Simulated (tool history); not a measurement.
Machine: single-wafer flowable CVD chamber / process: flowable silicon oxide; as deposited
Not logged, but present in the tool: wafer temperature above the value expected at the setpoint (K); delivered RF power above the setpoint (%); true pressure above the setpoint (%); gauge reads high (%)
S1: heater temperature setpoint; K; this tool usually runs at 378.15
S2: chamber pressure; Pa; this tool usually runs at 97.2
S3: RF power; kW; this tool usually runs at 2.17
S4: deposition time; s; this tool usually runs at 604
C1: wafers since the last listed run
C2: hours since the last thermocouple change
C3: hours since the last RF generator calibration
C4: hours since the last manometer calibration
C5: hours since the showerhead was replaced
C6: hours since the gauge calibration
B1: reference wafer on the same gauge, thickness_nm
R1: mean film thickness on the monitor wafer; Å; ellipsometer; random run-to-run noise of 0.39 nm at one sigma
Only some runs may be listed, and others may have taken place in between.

{"run": 1, "hour": 0.0, "S1": 378.15, "S2": 97.2, "S3": 2.17, "S4": 604, "C1": 0, "C2": 1760.7, "C3": 1411.2, "C4": 1826.6, "C5": 4466.4, "C6": 26.2, "B1": 239.889, "R1": 2417.14}
{"run": 2, "hour": 11.4, "S1": 378.15, "S2": 97.2, "S3": 2.17, "S4": 604, "C1": 25, "C2": 1772.1, "C3": 1422.6, "C4": 1838, "C5": 4477.8, "C6": 37.6, "B1": 239.987, "R1": 2411.01}
{"run": 3, "hour": 27.8, "S1": 378.15, "S2": 97.2, "S3": 2.17, "S4": 604, "C1": 36, "C2": 1788.5, "C3": 1439, "C4": 1854.4, "C5": 4494.2, "C6": 54, "B1": 240.091, "R1": 2407.4}
{"run": 4, "hour": 38.2, "S1": 378.15, "S2": 97.2, "S3": 2.17, "S4": 604, "C1": 23, "C2": 1798.9, "C3": 1449.4, "C4": 1864.8, "C5": 4504.6, "C6": 64.4, "B1": 240.115, "R1": 2418.63}
{"run": 5, "hour": 50.4, "S1": 378.15, "S2": 97.2, "S3": 2.17, "S4": 604, "C1": 27, "C2": 1811.1, "C3": 1461.6, "C4": 1877, "C5": 4516.8, "C6": 76.6, "B1": 240.045, "R1": 2403.33}
{"hour": 64.9, "done": "RF generator calibrated"}
{"hour": 68.3, "done": "capacitance manometer re-zeroed and calibrated"}
{"run": 6, "hour": 68.8, "S1": 378.15, "S2": 97.2, "S3": 2.17, "S4": 604, "C1": 15, "C2": 1829.5, "C3": 3.9, "C4": 0.5, "C5": 4535.2, "C6": 95, "B1": 240.046, "R1": 2403.42}
{"run": 7, "hour": 69.3, "S1": 378.15, "S2": 97.2, "S3": 2.05, "S4": 604, "C1": 1, "C2": 1830, "C3": 4.4, "C4": 1, "C5": 4535.7, "C6": 95.5, "B1": 239.945, "R1": 2371.57}
{"run": 8, "hour": 73.1, "S1": 378.15, "S2": 97.2, "S3": 2.05, "S4": 604, "C1": 8, "C2": 1833.8, "C3": 8.2, "C4": 4.8, "C5": 4539.5, "C6": 99.3, "B1": 240.186, "R1": 2367.9}
{"run": 9, "hour": 81.5, "S1": 369.15, "S2": 87.3, "S3": 2.56, "S4": 487, "C1": 18, "C2": 1842.2, "C3": 16.6, "C4": 13.2, "C5": 4547.9, "C6": 107.7, "B1": 239.978, "R1": 2427.16}
{"run": 10, "hour": 88.1, "S1": 378.15, "S2": 115.1, "S3": 2.17, "S4": 604, "C1": 14, "C2": 1848.8, "C3": 23.2, "C4": 19.8, "C5": 4554.5, "C6": 114.3, "B1": 239.852, "R1": 2705.24}
{"hour": 96.4, "done": "showerhead replaced"}
{"hour": 101.8, "done": "thermocouple changed; heater temperature recalibrated"}
{"run": 11, "hour": 102.3, "S1": 366.15, "S2": 113.3, "S3": 2.05, "S4": 713, "C1": 1, "C2": 0.5, "C3": 37.4, "C4": 34, "C5": 5.9, "C6": 128.5, "B1": 240.019, "R1": 4764.62}
{"run": 12, "hour": 111.5, "S1": 378.15, "S2": 77.6, "S3": 1.93, "S4": 604, "C1": 20, "C2": 9.7, "C3": 46.6, "C4": 43.2, "C5": 15.1, "C6": 137.7, "B1": 239.859, "R1": 2163.18}
{"hour": 121.1, "done": "gauge calibrated"}
{"run": 13, "hour": 132.9, "S1": 378.15, "S2": 97.2, "S3": 2.17, "S4": 604, "C1": 47, "C2": 31.1, "C3": 68, "C4": 64.6, "C5": 36.5, "C6": 11.8, "B1": 239.982, "R1": 2598.03}
{"run": 14, "hour": 149.2, "S1": 378.15, "S2": 82.8, "S3": 1.825, "S4": 604, "C1": 36, "C2": 47.4, "C3": 84.3, "C4": 80.9, "C5": 52.8, "C6": 28.1, "B1": 239.986, "R1": 2196.45}
{"run": 15, "hour": 155.7, "S1": 388.15, "S2": 97.2, "S3": 1.965, "S4": 704, "C1": 14, "C2": 53.9, "C3": 90.8, "C4": 87.4, "C5": 59.3, "C6": 34.6, "B1": 240.086, "R1": 2204.91}
{"run": 16, "hour": 168.0, "S1": 378.15, "S2": 97.2, "S3": 2.17, "S4": 604, "C1": 27, "C2": 66.2, "C3": 103.1, "C4": 99.7, "C5": 71.6, "C6": 46.9, "B1": 239.854, "R1": 2591.68}

Predict each of these 3 candidate next runs independently; none follows another, all start after run 16:
{"run": "A", "hour": 168.6, "S1": 378.15, "S2": 97.2, "S3": 2.17, "S4": 604, "C1": 1, "C2": 66.8, "C3": 103.7, "C4": 100.3, "C5": 72.2, "C6": 47.5, "B1": "?", "R1": "?"}
{"run": "B", "hour": 168.6, "S1": 391.15, "S2": 104.4, "S3": 2.17, "S4": 604, "C1": 1, "C2": 66.8, "C3": 103.7, "C4": 100.3, "C5": 72.2, "C6": 47.5, "B1": "?", "R1": "?"}
{"run": "C", "hour": 168.6, "S1": 378.15, "S2": 97.2, "S3": 2.17, "S4": 638, "C1": 1, "C2": 66.8, "C3": 103.7, "C4": 100.3, "C5": 72.2, "C6": 47.5, "B1": "?", "R1": "?"}

run=A B1=239.859 R1=2588.25
run=B B1=239.859 R1=1888.98
run=C B1=239.859 R1=2733.95
With the hidden condition removed and each run's random variation left untouched, the same runs would have given:
run=A R1=2631.9
run=B R1=1918.22
run=C R1=2780.05
